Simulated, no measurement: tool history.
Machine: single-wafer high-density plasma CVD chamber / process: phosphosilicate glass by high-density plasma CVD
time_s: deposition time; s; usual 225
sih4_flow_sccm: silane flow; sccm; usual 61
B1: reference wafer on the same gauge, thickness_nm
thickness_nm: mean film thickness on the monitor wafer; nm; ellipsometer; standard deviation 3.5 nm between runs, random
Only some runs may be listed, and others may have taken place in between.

run 1 hour=0.0 | time_s=239 sih4_flow_sccm=61 | B1=1325.960 | thickness_nm=1388.988
run 2 hour=57.2 | time_s=239 sih4_flow_sccm=61 | B1=1325.054 | thickness_nm=1389.643
run 3 hour=114.4 | time_s=239 sih4_flow_sccm=53 | B1=1327.576 | thickness_nm=1216.875
run 4 hour=179.4 | time_s=198 sih4_flow_sccm=53 | B1=1328.367 | thickness_nm=1005.647
run 5 hour=228.6 | time_s=225 sih4_flow_sccm=70 | B1=1329.034 | thickness_nm=1503.850
run 6 hour=263.2 | time_s=225 sih4_flow_sccm=57 | B1=1327.712 | thickness_nm=1228.275
run 7 hour=289.5 | time_s=225 sih4_flow_sccm=57 | B1=1329.347 | thickness_nm=1226.146
run 8 hour=324.3 | time_s=244 sih4_flow_sccm=57 | B1=1328.338 | thickness_nm=1329.779
run 9 hour=353.7 | time_s=247 sih4_flow_sccm=51 | B1=1328.409 | thickness_nm=1208.203
-- hour=368.0 gauge calibrated
run 10 hour=396.4 | time_s=244 sih4_flow_sccm=56 | B1=1311.794 | thickness_nm=1294.867
-- hour=422.4 silane flow controller replaced
run 11 hour=437.8 | time_s=250 sih4_flow_sccm=57 | B1=1315.297 | thickness_nm=1352.577
run 12 hour=466.0 | time_s=244 sih4_flow_sccm=57 | B1=1317.398 | thickness_nm=1316.141
run 13 hour=528.2 | time_s=208 sih4_flow_sccm=61 | B1=1319.115 | thickness_nm=1204.844
run 14 hour=581.0 | time_s=256 sih4_flow_sccm=66 | B1=1321.982 | thickness_nm=1621.783

Each row is a separate what-if for the run after 14, all from the same tool condition, not one after another. Results?
run A hour=581.5 | time_s=185 sih4_flow_sccm=61 | B1=? | thickness_nm=?
run B hour=581.5 | time_s=193 sih4_flow_sccm=66 | B1=? | thickness_nm=?
run C hour=581.5 | time_s=182 sih4_flow_sccm=65 | B1=? | thickness_nm=?

run=A B1=1322.933 thickness_nm=1079.268
run=B B1=1322.933 thickness_nm=1218.229
run=C B1=1322.933 thickness_nm=1131.390
The same runs, with their run-to-run variation unchanged, on a tool lacking any hidden condition would have given:
run=A thickness_nm=1069.106
run=B thickness_nm=1206.758
run=C thickness_nm=1120.737
